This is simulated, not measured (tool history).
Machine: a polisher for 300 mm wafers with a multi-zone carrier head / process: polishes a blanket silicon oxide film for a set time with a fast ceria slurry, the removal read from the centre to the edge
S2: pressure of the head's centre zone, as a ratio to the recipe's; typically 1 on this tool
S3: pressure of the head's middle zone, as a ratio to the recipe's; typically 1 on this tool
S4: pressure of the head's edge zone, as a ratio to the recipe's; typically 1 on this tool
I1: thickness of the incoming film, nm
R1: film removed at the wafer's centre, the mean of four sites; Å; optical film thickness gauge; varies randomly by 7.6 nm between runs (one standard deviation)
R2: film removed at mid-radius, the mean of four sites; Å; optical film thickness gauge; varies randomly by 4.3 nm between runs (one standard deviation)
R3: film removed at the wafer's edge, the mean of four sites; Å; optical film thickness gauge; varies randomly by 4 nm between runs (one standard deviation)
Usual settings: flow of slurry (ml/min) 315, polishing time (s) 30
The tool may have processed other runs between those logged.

Run 1, hour 0: usual settings but S2 1.03; I1 1500.1. Result: R1 5006 Å, R2 5016 Å, R3 4958 Å.
Run 2, hour 82.9: usual settings but S2 1.03; I1 1518.1. Result: R1 5095 Å, R2 5026 Å, R3 4954 Å.
Run 3, hour 171.7: usual settings but S2 1.03; I1 1540.7. Result: R1 5111 Å, R2 5098 Å, R3 5001 Å.
At hour 195.1: worn pad replaced by a new one.
Run 4, hour 226.4: usual settings but S2 1.07; I1 1498.7. Result: R1 5281 Å, R2 5071 Å, R3 5026 Å.
Run 5, hour 330: usual settings but S2 1.07; I1 1519.9. Result: R1 5190 Å, R2 5073 Å, R3 5097 Å.
Run 6, hour 387.7: usual settings but flow of slurry (ml/min) 340; I1 1520.7. Result: R1 4915 Å, R2 5073 Å, R3 4978 Å.
Run 7, hour 490.2: usual settings; I1 1500.9. Result: R1 4894 Å, R2 5049 Å, R3 5002 Å.
Run 8, hour 532.8: usual settings but polishing time (s) 37; I1 1524.1. Result: R1 5858 Å, R2 6266 Å, R3 6237 Å.
At hour 597: slurry nozzle cleaned.
At hour 627.4: worn pad replaced by a new one.
Run 9, hour 640.5: usual settings but polishing time (s) 37; I1 1514.8. Result: R1 5884 Å, R2 6237 Å, R3 6135 Å.
Run 10, hour 689.2: usual settings but polishing time (s) 37; I1 1532. Result: R1 5836 Å, R2 6209 Å, R3 6052 Å.
Run 11, hour 745.2: usual settings but flow of slurry (ml/min) 215; I1 1543. Result: R1 4596 Å, R2 4807 Å, R3 4780 Å.
At hour 803.6: edge zone pressure recalibrated.
Run 12, hour 825.1: usual settings but polishing time (s) 27; I1 1493.5. Result: R1 4192 Å, R2 4568 Å, R3 4524 Å.
Run 13, hour 890.7: usual settings but S4 1.07; I1 1532.1. Result: R1 4832 Å, R2 5146 Å, R3 5127 Å.
At hour 965.8: worn pad replaced by a new one.
At hour 984: centre zone pressure recalibrated.
Run 14, hour 1183.6: usual settings; I1 1528.8. Result: R1 4439 Å, R2 5062 Å, R3 5053 Å.
At hour 1219: slurry nozzle cleaned.
At hour 1220.5: carrier head's membrane replaced by a new one.
Run 15, hour 1269.3: usual settings but S2 1.03, S3 0.9, polishing time (s) 21; I1 1509.1. Result: R1 3204 Å, R2 3269 Å, R3 3496 Å.
At hour 1347.8: worn pad replaced by a new one.
Run 16, hour 1369.9: usual settings but S2 0.91, S3 0.96, S4 1.07, polishing time (s) 26; I1 1516.7. Result: R1 3473 Å, R2 4268 Å, R3 4509 Å.
At hour 1401.4: centre zone pressure recalibrated, repeated, since the last time left the tool worse.
Run 17, hour 1462.5: usual settings; I1 1512.2. Result: R1 5022 Å, R2 5104 Å, R3 4981 Å.
At hour 1732.6: worn pad replaced by a new one.
Run 18, hour 1778: usual settings but S2 0.95, S3 1.1; I1 1531.6. Result: R1 4613 Å, R2 5566 Å, R3 5080 Å.
At hour 1809.4: slurry nozzle cleaned.
Run 19, hour 1874.8: usual settings but S3 1.07; I1 1512.5. Result: R1 5046 Å, R2 5335 Å, R3 4992 Å.
Run 20, hour 1916.4: usual settings but S3 1.09; I1 1496.6. Result: R1 4731 Å, R2 5407 Å, R3 4965 Å.

Consider 3 possible next runs. They are alternatives, not a sequence: every one starts from the tool as it was left by run 20. What does each give?
Run A, hour 1916.8: usual settings; I1 1528.9. Result: R1 ?, R2 ?, R3 ?.
Run B, hour 1916.8: usual settings but flow of slurry (ml/min) 410, S2 0.92, S4 1.06; I1 1528.9. Result: R1 ?, R2 ?, R3 ?.
Run C, hour 1916.8: usual settings but S3 1.06, S4 1.08; I1 1528.9. Result: R1 ?, R2 ?, R3 ?.

run    R1    R2    R3
  A  4792  5058  5014
  B  4518  5179  5253
  C  4794  5314  5203
The same runs, with their run-to-run variation unchanged, on a tool lacking any hidden condition would have given:
run    R1    R2    R3
  A  5043  5057  5014
  B  4757  5178  5253
  C  5045  5312  5203
